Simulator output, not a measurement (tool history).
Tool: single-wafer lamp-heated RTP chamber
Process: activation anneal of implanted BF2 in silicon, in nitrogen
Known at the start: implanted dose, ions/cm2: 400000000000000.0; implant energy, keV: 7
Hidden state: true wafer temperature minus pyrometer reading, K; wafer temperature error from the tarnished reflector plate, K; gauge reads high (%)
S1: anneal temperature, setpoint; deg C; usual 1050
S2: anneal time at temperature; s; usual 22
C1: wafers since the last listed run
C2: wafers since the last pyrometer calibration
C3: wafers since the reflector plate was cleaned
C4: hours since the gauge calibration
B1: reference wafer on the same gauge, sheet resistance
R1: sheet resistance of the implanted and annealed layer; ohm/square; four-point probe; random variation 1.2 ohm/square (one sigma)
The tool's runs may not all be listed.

run,hour,S1,S2,C1,C2,C3,C4,B1,R1
1,0,1050,22,0,2560,473,189.9,326.08,346.81
# hour 0.2: pyrometer window cleaned and pyrometer calibrated
2,14.8,1050,22,191,191,664,204.7,326,346.91
3,40.2,1050,30,333,524,997,230.1,326.17,333.06
4,73.9,1050,30,441,966,1439,263.8,325.98,332.32
5,102.9,1061,16,380,1347,1820,292.8,326.09,349.15
6,136.9,1061,16,445,1792,2266,326.8,325.86,346.1
7,167.5,1050,13,401,2194,2667,357.4,325.74,370.39
# hour 198.3: pyrometer window cleaned and pyrometer calibrated
8,201.3,1050,13,338,38,3005,391.2,326.16,368.25
# hour 209.7: reflector plate cleaned
9,221.8,1050,22,163,202,158,411.7,326,346.82
10,251,1050,22,382,585,541,440.9,325.97,348.3
# hour 274.9: gauge calibrated
11,350.4,1061,16,1303,1889,1845,75.5,326,348.54
# hour 369.4: pyrometer window cleaned and pyrometer calibrated
12,382.7,1040,22,318,173,2163,107.8,326.04,358.32
13,399.4,1050,22,219,392,2382,124.5,326.06,349.04
14,432.5,1060,29,434,827,2816,157.6,326.06,325.33
15,456.1,1059,33,309,1136,3126,181.2,326.07,322.15
# hour 486.6: reflector plate cleaned
16,490.4,1050,22,344,1481,49,215.5,325.95,348.67
17,516.7,1050,22,344,1826,394,241.8,326.01,344.71
18,549,1080,32,423,2249,818,274.1,326.06,315.75
# hour 588.5: pyrometer window cleaned and pyrometer calibrated
19,589,1030,12,419,6,1237,314.1,325.93,398.69
20,609.4,1071,26,267,274,1505,334.5,325.91,321.97

4 ways to go on from here, each from the tool as it stands after run 20. What would each give?
A,609.8,1050,29,5,279,1510,334.9,?,?
B,609.8,1021,11,5,279,1510,334.9,?,?
C,609.8,1029,11,5,279,1510,334.9,?,?
D,609.8,1073,10,5,279,1510,334.9,?,?

run,B1,R1
A,326.07,333.76
B,326.07,407.92
C,326.07,398.35
D,326.07,348.25
Without the tool's hidden state the same runs would have given:
run,R1
A,333.76
B,407.92
C,398.35
D,348.25

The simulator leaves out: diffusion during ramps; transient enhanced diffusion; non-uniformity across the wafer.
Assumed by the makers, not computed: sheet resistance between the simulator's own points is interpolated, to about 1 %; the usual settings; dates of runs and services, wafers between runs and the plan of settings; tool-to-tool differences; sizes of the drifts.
